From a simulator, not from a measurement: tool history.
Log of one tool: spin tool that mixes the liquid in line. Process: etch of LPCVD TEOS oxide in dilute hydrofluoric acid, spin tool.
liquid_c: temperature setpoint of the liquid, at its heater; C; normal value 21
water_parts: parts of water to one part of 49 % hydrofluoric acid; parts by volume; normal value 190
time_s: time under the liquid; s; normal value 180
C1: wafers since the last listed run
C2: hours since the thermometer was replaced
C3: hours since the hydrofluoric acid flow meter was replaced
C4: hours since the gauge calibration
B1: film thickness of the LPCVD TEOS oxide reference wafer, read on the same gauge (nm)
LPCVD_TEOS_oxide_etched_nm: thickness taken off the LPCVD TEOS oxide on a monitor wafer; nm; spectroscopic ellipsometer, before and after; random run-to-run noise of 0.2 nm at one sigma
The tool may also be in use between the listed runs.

{"run": 1, "day": 0.0, "liquid_c": 21, "water_parts": 190, "time_s": 180, "C1": 0, "C2": 794, "C3": 80.4, "C4": 371, "B1": 130.02, "LPCVD_TEOS_oxide_etched_nm": 27.6}
{"run": 2, "day": 1.421, "liquid_c": 21, "water_parts": 190, "time_s": 180, "C1": 239, "C2": 828.1, "C3": 114.5, "C4": 405.1, "B1": 129.98, "LPCVD_TEOS_oxide_etched_nm": 27.42}
{"run": 3, "day": 4.504, "liquid_c": 21, "water_parts": 165, "time_s": 180, "C1": 520, "C2": 902.1, "C3": 188.5, "C4": 479.1, "B1": 129.98, "LPCVD_TEOS_oxide_etched_nm": 32.65}
{"run": 4, "day": 6.108, "liquid_c": 21, "water_parts": 165, "time_s": 180, "C1": 270, "C2": 940.6, "C3": 227, "C4": 517.6, "B1": 130.01, "LPCVD_TEOS_oxide_etched_nm": 32.52}
{"run": 5, "day": 7.212, "liquid_c": 21, "water_parts": 165, "time_s": 180, "C1": 186, "C2": 967.1, "C3": 253.5, "C4": 544.1, "B1": 129.96, "LPCVD_TEOS_oxide_etched_nm": 32.23}
{"run": 6, "day": 8.246, "liquid_c": 21, "water_parts": 225, "time_s": 180, "C1": 174, "C2": 991.9, "C3": 278.3, "C4": 568.9, "B1": 130.03, "LPCVD_TEOS_oxide_etched_nm": 22.31}
{"run": 7, "day": 10.142, "liquid_c": 21, "water_parts": 225, "time_s": 180, "C1": 320, "C2": 1037.4, "C3": 323.8, "C4": 614.4, "B1": 129.99, "LPCVD_TEOS_oxide_etched_nm": 22.53}
{"run": 8, "day": 17.904, "liquid_c": 21, "water_parts": 225, "time_s": 180, "C1": 1310, "C2": 1223.7, "C3": 510.1, "C4": 800.7, "B1": 129.99, "LPCVD_TEOS_oxide_etched_nm": 21.82}
{"run": 9, "day": 23.521, "liquid_c": 21, "water_parts": 190, "time_s": 180, "C1": 948, "C2": 1358.5, "C3": 644.9, "C4": 935.5, "B1": 129.99, "LPCVD_TEOS_oxide_etched_nm": 26.44}
{"run": 10, "day": 26.483, "liquid_c": 21, "water_parts": 190, "time_s": 180, "C1": 500, "C2": 1429.6, "C3": 716, "C4": 1006.6, "B1": 130, "LPCVD_TEOS_oxide_etched_nm": 26.67}
{"day": 27.083, "done": "thermometer replaced"}
{"run": 11, "day": 27.721, "liquid_c": 21, "water_parts": 225, "time_s": 130, "C1": 201, "C2": 15.3, "C3": 745.7, "C4": 1036.3, "B1": 130.02, "LPCVD_TEOS_oxide_etched_nm": 15.66}
{"run": 12, "day": 30.212, "liquid_c": 21, "water_parts": 190, "time_s": 180, "C1": 420, "C2": 75.1, "C3": 805.5, "C4": 1096.1, "B1": 130, "LPCVD_TEOS_oxide_etched_nm": 26.46}
{"day": 30.717, "done": "gauge calibrated"}
{"run": 13, "day": 31.921, "liquid_c": 21, "water_parts": 190, "time_s": 180, "C1": 288, "C2": 116.1, "C3": 846.5, "C4": 28.9, "B1": 130, "LPCVD_TEOS_oxide_etched_nm": 26.33}
{"run": 14, "day": 33.917, "liquid_c": 17, "water_parts": 190, "time_s": 180, "C1": 337, "C2": 164, "C3": 894.4, "C4": 76.8, "B1": 130.01, "LPCVD_TEOS_oxide_etched_nm": 22.21}
{"run": 15, "day": 35.012, "liquid_c": 17, "water_parts": 190, "time_s": 180, "C1": 185, "C2": 190.3, "C3": 920.7, "C4": 103.1, "B1": 130.04, "LPCVD_TEOS_oxide_etched_nm": 22.36}
{"day": 35.329, "done": "hydrofluoric acid flow meter replaced"}
{"run": 16, "day": 37.092, "liquid_c": 21, "water_parts": 190, "time_s": 180, "C1": 344, "C2": 240.2, "C3": 42.3, "C4": 153, "B1": 130, "LPCVD_TEOS_oxide_etched_nm": 28.33}
{"run": 17, "day": 39.783, "liquid_c": 17, "water_parts": 255, "time_s": 130, "C1": 454, "C2": 304.8, "C3": 106.9, "C4": 217.6, "B1": 129.98, "LPCVD_TEOS_oxide_etched_nm": 11.98}
{"run": 18, "day": 42.375, "liquid_c": 24.5, "water_parts": 155, "time_s": 250, "C1": 437, "C2": 367, "C3": 169.1, "C4": 279.8, "B1": 129.97, "LPCVD_TEOS_oxide_etched_nm": 56.18}
{"run": 19, "day": 44.246, "liquid_c": 17.5, "water_parts": 225, "time_s": 135, "C1": 315, "C2": 411.9, "C3": 214, "C4": 324.7, "B1": 130, "LPCVD_TEOS_oxide_etched_nm": 14.56}
{"run": 20, "day": 45.488, "liquid_c": 21, "water_parts": 155, "time_s": 180, "C1": 209, "C2": 441.7, "C3": 243.8, "C4": 354.5, "B1": 130.03, "LPCVD_TEOS_oxide_etched_nm": 35}
{"run": 21, "day": 46.671, "liquid_c": 19, "water_parts": 145, "time_s": 225, "C1": 199, "C2": 470.1, "C3": 272.2, "C4": 382.9, "B1": 129.99, "LPCVD_TEOS_oxide_etched_nm": 43.91}
{"run": 22, "day": 47.717, "liquid_c": 21, "water_parts": 230, "time_s": 270, "C1": 176, "C2": 495.2, "C3": 297.3, "C4": 408, "B1": 130, "LPCVD_TEOS_oxide_etched_nm": 32.82}
{"run": 23, "day": 49.962, "liquid_c": 23, "water_parts": 220, "time_s": 110, "C1": 379, "C2": 549.1, "C3": 351.2, "C4": 461.9, "B1": 130.01, "LPCVD_TEOS_oxide_etched_nm": 15.08}
{"run": 24, "day": 51.454, "liquid_c": 21, "water_parts": 145, "time_s": 180, "C1": 251, "C2": 584.9, "C3": 387, "C4": 497.7, "B1": 129.98, "LPCVD_TEOS_oxide_etched_nm": 37.12}
{"run": 25, "day": 53.3, "liquid_c": 23.5, "water_parts": 230, "time_s": 75, "C1": 311, "C2": 629.2, "C3": 431.3, "C4": 542, "B1": 130, "LPCVD_TEOS_oxide_etched_nm": 9.92}
{"run": 26, "day": 55.625, "liquid_c": 21, "water_parts": 190, "time_s": 180, "C1": 392, "C2": 685, "C3": 487.1, "C4": 597.8, "B1": 129.98, "LPCVD_TEOS_oxide_etched_nm": 26.79}
{"run": 27, "day": 57.608, "liquid_c": 21, "water_parts": 190, "time_s": 180, "C1": 334, "C2": 732.6, "C3": 534.7, "C4": 645.4, "B1": 130.03, "LPCVD_TEOS_oxide_etched_nm": 26.98}
{"run": 28, "day": 58.892, "liquid_c": 21, "water_parts": 265, "time_s": 180, "C1": 216, "C2": 763.4, "C3": 565.5, "C4": 676.2, "B1": 130, "LPCVD_TEOS_oxide_etched_nm": 17.74}
{"run": 29, "day": 60.554, "liquid_c": 25.5, "water_parts": 105, "time_s": 180, "C1": 280, "C2": 803.3, "C3": 605.4, "C4": 716.1, "B1": 129.97, "LPCVD_TEOS_oxide_etched_nm": 63.51}
{"run": 30, "day": 63.471, "liquid_c": 21, "water_parts": 190, "time_s": 75, "C1": 492, "C2": 873.3, "C3": 675.4, "C4": 786.1, "B1": 129.98, "LPCVD_TEOS_oxide_etched_nm": 11.17}
{"day": 65.325, "done": "gauge calibrated"}
{"run": 31, "day": 65.504, "liquid_c": 21, "water_parts": 190, "time_s": 180, "C1": 343, "C2": 922.1, "C3": 724.2, "C4": 4.3, "B1": 130.05, "LPCVD_TEOS_oxide_etched_nm": 26.58}
{"run": 32, "day": 67.612, "liquid_c": 19, "water_parts": 145, "time_s": 225, "C1": 356, "C2": 972.7, "C3": 774.8, "C4": 54.9, "B1": 130.03, "LPCVD_TEOS_oxide_etched_nm": 41.94}

Here are 3 independent what-if runs from the current tool condition. What would each one return?
{"run": "A", "day": 67.633, "liquid_c": 21, "water_parts": 190, "time_s": 180, "C1": 3, "C2": 973.2, "C3": 775.3, "C4": 55.4, "B1": "?", "LPCVD_TEOS_oxide_etched_nm": "?"}
{"run": "B", "day": 67.633, "liquid_c": 23, "water_parts": 265, "time_s": 115, "C1": 3, "C2": 973.2, "C3": 775.3, "C4": 55.4, "B1": "?", "LPCVD_TEOS_oxide_etched_nm": "?"}
{"run": "C", "day": 67.633, "liquid_c": 21, "water_parts": 190, "time_s": 115, "C1": 3, "C2": 973.2, "C3": 775.3, "C4": 55.4, "B1": "?", "LPCVD_TEOS_oxide_etched_nm": "?"}

run=A B1=129.98 LPCVD_TEOS_oxide_etched_nm=26.33
run=B B1=129.98 LPCVD_TEOS_oxide_etched_nm=12.01
run=C B1=129.98 LPCVD_TEOS_oxide_etched_nm=16.82
Take away the tool's hidden state, keep each run's random variation, and the runs would have read:
run=A LPCVD_TEOS_oxide_etched_nm=27.93
run=B LPCVD_TEOS_oxide_etched_nm=12.79
run=C LPCVD_TEOS_oxide_etched_nm=17.85

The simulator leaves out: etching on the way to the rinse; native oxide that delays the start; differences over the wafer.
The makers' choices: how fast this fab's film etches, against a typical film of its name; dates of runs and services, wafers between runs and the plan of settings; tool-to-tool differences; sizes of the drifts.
